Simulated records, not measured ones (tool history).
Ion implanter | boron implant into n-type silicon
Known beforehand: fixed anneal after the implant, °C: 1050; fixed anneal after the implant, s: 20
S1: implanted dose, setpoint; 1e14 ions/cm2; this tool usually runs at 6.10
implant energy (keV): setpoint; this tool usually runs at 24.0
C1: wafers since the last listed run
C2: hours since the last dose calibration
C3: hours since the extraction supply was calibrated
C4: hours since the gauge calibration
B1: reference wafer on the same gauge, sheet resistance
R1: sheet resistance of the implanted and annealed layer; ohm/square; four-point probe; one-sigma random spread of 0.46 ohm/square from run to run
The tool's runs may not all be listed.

run 1 hour=0.0 | S1=6.10 implant_energy_(keV)=24.0 | C1=0 C2=1970.4 C3=4966.6 C4=624.4 | B1=171.88 | R1=174.72
run 2 hour=90.0 | S1=6.10 implant_energy_(keV)=24.0 | C1=1309 C2=2060.4 C3=5056.6 C4=714.4 | B1=172.01 | R1=174.18
run 3 hour=184.3 | S1=6.10 implant_energy_(keV)=27.5 | C1=1372 C2=2154.7 C3=5150.9 C4=808.7 | B1=172.08 | R1=171.84
run 4 hour=197.8 | S1=6.10 implant_energy_(keV)=27.5 | C1=196 C2=2168.2 C3=5164.4 C4=822.2 | B1=172.03 | R1=171.96
run 5 hour=220.5 | S1=6.78 implant_energy_(keV)=18.5 | C1=330 C2=2190.9 C3=5187.1 C4=844.9 | B1=172.00 | R1=164.15
run 6 hour=255.4 | S1=6.78 implant_energy_(keV)=18.5 | C1=507 C2=2225.8 C3=5222.0 C4=879.8 | B1=172.00 | R1=165.39
run 7 hour=289.1 | S1=6.10 implant_energy_(keV)=24.0 | C1=490 C2=2259.5 C3=5255.7 C4=913.5 | B1=172.07 | R1=174.73
run 8 hour=318.3 | S1=6.10 implant_energy_(keV)=24.0 | C1=424 C2=2288.7 C3=5284.9 C4=942.7 | B1=171.91 | R1=174.74
-- hour=355.7 extraction supply calibrated
run 9 hour=356.2 | S1=6.10 implant_energy_(keV)=24.0 | C1=435 C2=2326.6 C3=0.5 C4=980.6 | B1=172.10 | R1=174.70
run 10 hour=375.3 | S1=7.43 implant_energy_(keV)=24.0 | C1=277 C2=2345.7 C3=19.6 C4=999.7 | B1=172.04 | R1=147.73
-- hour=400.2 gauge calibrated
-- hour=411.0 Faraday cup replaced and dose calibrated
run 11 hour=411.5 | S1=6.10 implant_energy_(keV)=24.0 | C1=410 C2=0.5 C3=55.8 C4=11.3 | B1=172.03 | R1=167.90
run 12 hour=430.7 | S1=6.10 implant_energy_(keV)=24.0 | C1=279 C2=19.7 C3=75.0 C4=30.5 | B1=172.01 | R1=168.49
run 13 hour=448.5 | S1=6.10 implant_energy_(keV)=24.0 | C1=259 C2=37.5 C3=92.8 C4=48.3 | B1=171.87 | R1=168.20
run 14 hour=461.8 | S1=6.10 implant_energy_(keV)=24.0 | C1=193 C2=50.8 C3=106.1 C4=61.6 | B1=172.14 | R1=168.04
run 15 hour=475.4 | S1=4.60 implant_energy_(keV)=21.5 | C1=197 C2=64.4 C3=119.7 C4=75.2 | B1=172.00 | R1=215.00
run 16 hour=496.2 | S1=6.10 implant_energy_(keV)=24.0 | C1=302 C2=85.2 C3=140.5 C4=96.0 | B1=171.88 | R1=168.46
run 17 hour=535.9 | S1=6.92 implant_energy_(keV)=24.0 | C1=577 C2=124.9 C3=180.2 C4=135.7 | B1=172.10 | R1=152.52
run 18 hour=548.6 | S1=6.10 implant_energy_(keV)=24.0 | C1=184 C2=137.6 C3=192.9 C4=148.4 | B1=172.01 | R1=170.32
run 19 hour=567.0 | S1=6.10 implant_energy_(keV)=24.0 | C1=267 C2=156.0 C3=211.3 C4=166.8 | B1=172.03 | R1=169.82

For run 20, what comes out?
run 20 hour=589.4 | S1=6.10 implant_energy_(keV)=24.0 | C1=326 C2=178.4 C3=233.7 C4=189.2 | B1=? | R1=?

B1: 172.04
R1: 170.46 ohm/square
With the hidden condition absent and the run-to-run variation left alone, this run would have shown R1 167.41 ohm/square.

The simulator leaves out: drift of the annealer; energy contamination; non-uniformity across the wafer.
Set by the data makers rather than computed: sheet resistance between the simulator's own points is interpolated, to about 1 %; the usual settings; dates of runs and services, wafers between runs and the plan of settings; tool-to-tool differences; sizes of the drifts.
